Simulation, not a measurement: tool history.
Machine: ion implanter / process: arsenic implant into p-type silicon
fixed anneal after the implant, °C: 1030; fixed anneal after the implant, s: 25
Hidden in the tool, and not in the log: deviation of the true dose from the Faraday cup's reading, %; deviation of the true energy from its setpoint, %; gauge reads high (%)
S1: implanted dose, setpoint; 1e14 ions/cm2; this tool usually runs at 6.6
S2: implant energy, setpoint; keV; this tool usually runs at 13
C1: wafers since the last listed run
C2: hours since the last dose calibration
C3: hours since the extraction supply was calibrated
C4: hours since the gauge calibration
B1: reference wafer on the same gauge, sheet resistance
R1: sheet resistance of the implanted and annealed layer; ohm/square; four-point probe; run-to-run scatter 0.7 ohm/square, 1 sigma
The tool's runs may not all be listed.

run 1 hour=0 | S1=6.6 S2=13 | C1=0 C2=643 C3=4379.3 C4=27.5 | B1=154.96 | R1=159.24
run 2 hour=37.8 | S1=6.6 S2=13 | C1=555 C2=680.8 C3=4417.1 C4=65.3 | B1=154.9 | R1=157.4
run 3 hour=51.2 | S1=6.6 S2=13 | C1=196 C2=694.2 C3=4430.5 C4=78.7 | B1=155.09 | R1=157.7
run 4 hour=59.8 | S1=8.08 S2=13 | C1=126 C2=702.8 C3=4439.1 C4=87.3 | B1=155.04 | R1=137.22
run 5 hour=77.7 | S1=6.6 S2=13 | C1=262 C2=720.7 C3=4457 C4=105.2 | B1=154.86 | R1=158.09
run 6 hour=91.6 | S1=6.6 S2=13 | C1=204 C2=734.6 C3=4470.9 C4=119.1 | B1=154.93 | R1=159.31
run 7 hour=99.6 | S1=6.6 S2=13 | C1=117 C2=742.6 C3=4478.9 C4=127.1 | B1=154.98 | R1=157.67
run 8 hour=106.6 | S1=6.6 S2=13 | C1=102 C2=749.6 C3=4485.9 C4=134.1 | B1=154.96 | R1=156.74
run 9 hour=123.9 | S1=6.6 S2=10 | C1=254 C2=766.9 C3=4503.2 C4=151.4 | B1=155.02 | R1=160.39
run 10 hour=134.7 | S1=6.6 S2=10 | C1=158 C2=777.7 C3=4514 C4=162.2 | B1=154.97 | R1=160.02
run 11 hour=151.2 | S1=5.13 S2=11.5 | C1=242 C2=794.2 C3=4530.5 C4=178.7 | B1=154.92 | R1=190.86
run 12 hour=167 | S1=6.6 S2=13 | C1=232 C2=810 C3=4546.3 C4=194.5 | B1=155.14 | R1=158.07
run 13 hour=182.2 | S1=6.6 S2=13 | C1=223 C2=825.2 C3=4561.5 C4=209.7 | B1=155 | R1=156.88
run 14 hour=234.2 | S1=7.25 S2=13 | C1=763 C2=877.2 C3=4613.5 C4=261.7 | B1=154.91 | R1=146.81
run 15 hour=240.4 | S1=7.25 S2=13 | C1=91 C2=883.4 C3=4619.7 C4=267.9 | B1=154.9 | R1=146.94
run 16 hour=250.2 | S1=7.39 S2=9 | C1=143 C2=893.2 C3=4629.5 C4=277.7 | B1=154.91 | R1=147.93
run 17 hour=256.6 | S1=6.6 S2=13 | C1=93 C2=899.6 C3=4635.9 C4=284.1 | B1=155.01 | R1=157.36
run 18 hour=270.2 | S1=6.6 S2=13 | C1=199 C2=913.2 C3=4649.5 C4=297.7 | B1=155.01 | R1=155.28
-- hour=285 extraction supply calibrated
run 19 hour=287.9 | S1=5.6 S2=13 | C1=142 C2=930.9 C3=2.9 C4=315.4 | B1=154.95 | R1=177.92
run 20 hour=305.8 | S1=5.94 S2=16.5 | C1=262 C2=948.8 C3=20.8 C4=333.3 | B1=154.84 | R1=166.3
run 21 hour=319.9 | S1=7.35 S2=13 | C1=207 C2=962.9 C3=34.9 C4=347.4 | B1=155.02 | R1=145.75
run 22 hour=335.1 | S1=8.49 S2=8.5 | C1=223 C2=978.1 C3=50.1 C4=362.6 | B1=154.98 | R1=134.42
run 23 hour=346.9 | S1=6.6 S2=13 | C1=173 C2=989.9 C3=61.9 C4=374.4 | B1=155.21 | R1=156.28
-- hour=365.1 Faraday cup replaced and dose calibrated
run 24 hour=365.6 | S1=5.62 S2=9 | C1=157 C2=0.5 C3=80.6 C4=393.1 | B1=155.08 | R1=187.77
run 25 hour=373.7 | S1=5.67 S2=14.5 | C1=118 C2=8.6 C3=88.7 C4=401.2 | B1=154.91 | R1=181.39
run 26 hour=387.7 | S1=8.08 S2=14 | C1=205 C2=22.6 C3=102.7 C4=415.2 | B1=155 | R1=140.1
run 27 hour=405.6 | S1=6.6 S2=13 | C1=262 C2=40.5 C3=120.6 C4=433.1 | B1=154.82 | R1=164.25
-- hour=407.8 gauge calibrated
run 28 hour=440.9 | S1=6.6 S2=9.5 | C1=518 C2=75.8 C3=155.9 C4=33.1 | B1=154.98 | R1=165.04
run 29 hour=449.8 | S1=4.78 S2=16.5 | C1=130 C2=84.7 C3=164.8 C4=42 | B1=154.83 | R1=203.28
run 30 hour=458.2 | S1=5.14 S2=14.5 | C1=123 C2=93.1 C3=173.2 C4=50.4 | B1=154.95 | R1=195.13
run 31 hour=469.2 | S1=8.41 S2=15 | C1=161 C2=104.1 C3=184.2 C4=61.4 | B1=154.94 | R1=134.63
run 32 hour=476.7 | S1=4.97 S2=14.5 | C1=110 C2=111.6 C3=191.7 C4=68.9 | B1=154.89 | R1=198.63
run 33 hour=492 | S1=7.53 S2=10.5 | C1=224 C2=126.9 C3=207 C4=84.2 | B1=155.03 | R1=148.38
run 34 hour=503.6 | S1=8.5 S2=15.5 | C1=170 C2=138.5 C3=218.6 C4=95.8 | B1=154.8 | R1=133.6
run 35 hour=515.2 | S1=5.14 S2=11 | C1=170 C2=150.1 C3=230.2 C4=107.4 | B1=155.03 | R1=198.89
run 36 hour=529.2 | S1=7.35 S2=10.5 | C1=205 C2=164.1 C3=244.2 C4=121.4 | B1=154.95 | R1=151.95
run 37 hour=545.2 | S1=5.94 S2=16.5 | C1=234 C2=180.1 C3=260.2 C4=137.4 | B1=155 | R1=172.07
run 38 hour=556.2 | S1=8.3 S2=15.5 | C1=161 C2=191.1 C3=271.2 C4=148.4 | B1=154.98 | R1=135.16

Branching from run 38: 3 alternative next runs. What would each branch give?
run A hour=556.6 | S1=6.07 S2=13 | C1=5 C2=191.5 C3=271.6 C4=148.8 | B1=? | R1=?
run B hour=556.6 | S1=5.08 S2=14.5 | C1=5 C2=191.5 C3=271.6 C4=148.8 | B1=? | R1=?
run C hour=556.6 | S1=8.14 S2=9.5 | C1=5 C2=191.5 C3=271.6 C4=148.8 | B1=? | R1=?

run=A B1=155.08 R1=171.68
run=B B1=155.08 R1=194.76
run=C B1=155.08 R1=141.28
Had the tool no hidden state, the same runs would have come out as:
run=A R1=172.21
run=B R1=195.37
run=C R1=141.68

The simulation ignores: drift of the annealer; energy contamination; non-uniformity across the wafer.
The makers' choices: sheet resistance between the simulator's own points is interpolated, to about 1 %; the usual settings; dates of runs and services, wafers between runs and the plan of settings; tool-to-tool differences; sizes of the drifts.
